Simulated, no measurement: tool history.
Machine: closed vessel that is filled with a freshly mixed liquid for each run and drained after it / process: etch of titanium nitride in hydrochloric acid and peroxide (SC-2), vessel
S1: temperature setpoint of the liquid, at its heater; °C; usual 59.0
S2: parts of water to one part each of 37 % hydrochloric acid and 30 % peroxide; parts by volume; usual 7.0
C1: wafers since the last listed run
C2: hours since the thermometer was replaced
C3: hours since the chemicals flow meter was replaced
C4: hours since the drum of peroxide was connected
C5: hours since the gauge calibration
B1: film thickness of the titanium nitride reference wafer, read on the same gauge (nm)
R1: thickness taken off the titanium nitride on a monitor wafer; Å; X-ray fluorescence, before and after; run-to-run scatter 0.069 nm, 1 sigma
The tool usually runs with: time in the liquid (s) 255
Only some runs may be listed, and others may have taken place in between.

Run 1, hour 0.0: usual settings; C1 0; C2 1861.0; C3 561.9; C4 1097.4; C5 319.4; B1 120.04. Result: R1 120.2 Å.
Run 2, hour 12.8: usual settings; C1 1614; C2 1873.8; C3 574.7; C4 1110.2; C5 332.2; B1 119.98. Result: R1 119.3 Å.
Run 3, hour 25.6: usual settings; C1 1614; C2 1886.6; C3 587.5; C4 1123.0; C5 345.0; B1 120.02. Result: R1 119.2 Å.
Run 4, hour 128.6: usual settings but time in the liquid (s) 365; C1 12989; C2 1989.6; C3 690.5; C4 1226.0; C5 448.0; B1 120.00. Result: R1 169.4 Å.
Run 5, hour 195.9: usual settings but time in the liquid (s) 365; C1 8487; C2 2056.9; C3 757.8; C4 1293.3; C5 515.3; B1 120.00. Result: R1 168.3 Å.
At hour 213.6: gauge calibrated.
Run 6, hour 219.0: usual settings but time in the liquid (s) 365; C1 2913; C2 2080.0; C3 780.9; C4 1316.4; C5 5.4; B1 120.00. Result: R1 168.8 Å.
At hour 241.2: thermometer replaced.
At hour 242.3: new drum of peroxide connected.
Run 7, hour 251.6: usual settings; C1 3858; C2 10.4; C3 813.5; C4 9.3; C5 38.0; B1 119.97. Result: R1 131.3 Å.
Run 8, hour 275.7: usual settings; C1 3039; C2 34.5; C3 837.6; C4 33.4; C5 62.1; B1 119.97. Result: R1 129.9 Å.
Run 9, hour 303.0: usual settings; C1 3442; C2 61.8; C3 864.9; C4 60.7; C5 89.4; B1 119.98. Result: R1 129.4 Å.
Run 10, hour 322.4: usual settings; C1 2446; C2 81.2; C3 884.3; C4 80.1; C5 108.8; B1 119.98. Result: R1 130.0 Å.
Run 11, hour 335.6: usual settings but S1 53.0 °C; C1 1664; C2 94.4; C3 897.5; C4 93.3; C5 122.0; B1 120.01. Result: R1 88.0 Å.
At hour 338.9: chemicals flow meter replaced.
Run 12, hour 358.1: usual settings; C1 2711; C2 116.9; C3 19.2; C4 115.8; C5 144.5; B1 119.99. Result: R1 128.5 Å.
Run 13, hour 374.2: usual settings but S2 6.0 parts by volume; C1 2030; C2 133.0; C3 35.3; C4 131.9; C5 160.6; B1 120.04. Result: R1 144.4 Å.
Run 14, hour 403.8: usual settings but S1 65.5 °C, S2 8.5 parts by volume, time in the liquid (s) 310; C1 3732; C2 162.6; C3 64.9; C4 161.5; C5 190.2; B1 119.98. Result: R1 203.2 Å.
Run 15, hour 419.0: usual settings; C1 1916; C2 177.8; C3 80.1; C4 176.7; C5 205.4; B1 120.04. Result: R1 128.5 Å.
Run 16, hour 439.2: usual settings but S1 49.5 °C, S2 10.0 parts by volume, time in the liquid (s) 170; C1 2547; C2 198.0; C3 100.3; C4 196.9; C5 225.6; B1 120.04. Result: R1 34.7 Å.
Run 17, hour 459.3: usual settings but S2 6.0 parts by volume, time in the liquid (s) 160; C1 2534; C2 218.1; C3 120.4; C4 217.0; C5 245.7; B1 120.07. Result: R1 89.8 Å.
Run 18, hour 474.6: usual settings but time in the liquid (s) 105; C1 1929; C2 233.4; C3 135.7; C4 232.3; C5 261.0; B1 120.03. Result: R1 53.3 Å.
Run 19, hour 528.7: usual settings but S1 65.0 °C; C1 6822; C2 287.5; C3 189.8; C4 286.4; C5 315.1; B1 119.98. Result: R1 186.5 Å.
Run 20, hour 549.0: usual settings but time in the liquid (s) 370; C1 2559; C2 307.8; C3 210.1; C4 306.7; C5 335.4; B1 119.97. Result: R1 184.5 Å.

3 options for the next run, each taken on its own from the tool as it stands now. Forecast them:
Run A, hour 549.7: usual settings but time in the liquid (s) 125; C1 88; C2 308.5; C3 210.8; C4 307.4; C5 336.1; B1 ?. Result: R1 ?.
Run B, hour 549.7: usual settings but time in the liquid (s) 170; C1 88; C2 308.5; C3 210.8; C4 307.4; C5 336.1; B1 ?. Result: R1 ?.
Run C, hour 549.7: usual settings but S1 61.5 °C, S2 5.0 parts by volume, time in the liquid (s) 165; C1 88; C2 308.5; C3 210.8; C4 307.4; C5 336.1; B1 ?. Result: R1 ?.

run      B1     R1
  A  120.01   62.6
  B  120.01   85.1
  C  120.01  124.3
Stripped of hidden state, with their random variation kept, the same runs would have yielded:
run     R1
  A   64.7
  B   88.0
  C  128.5

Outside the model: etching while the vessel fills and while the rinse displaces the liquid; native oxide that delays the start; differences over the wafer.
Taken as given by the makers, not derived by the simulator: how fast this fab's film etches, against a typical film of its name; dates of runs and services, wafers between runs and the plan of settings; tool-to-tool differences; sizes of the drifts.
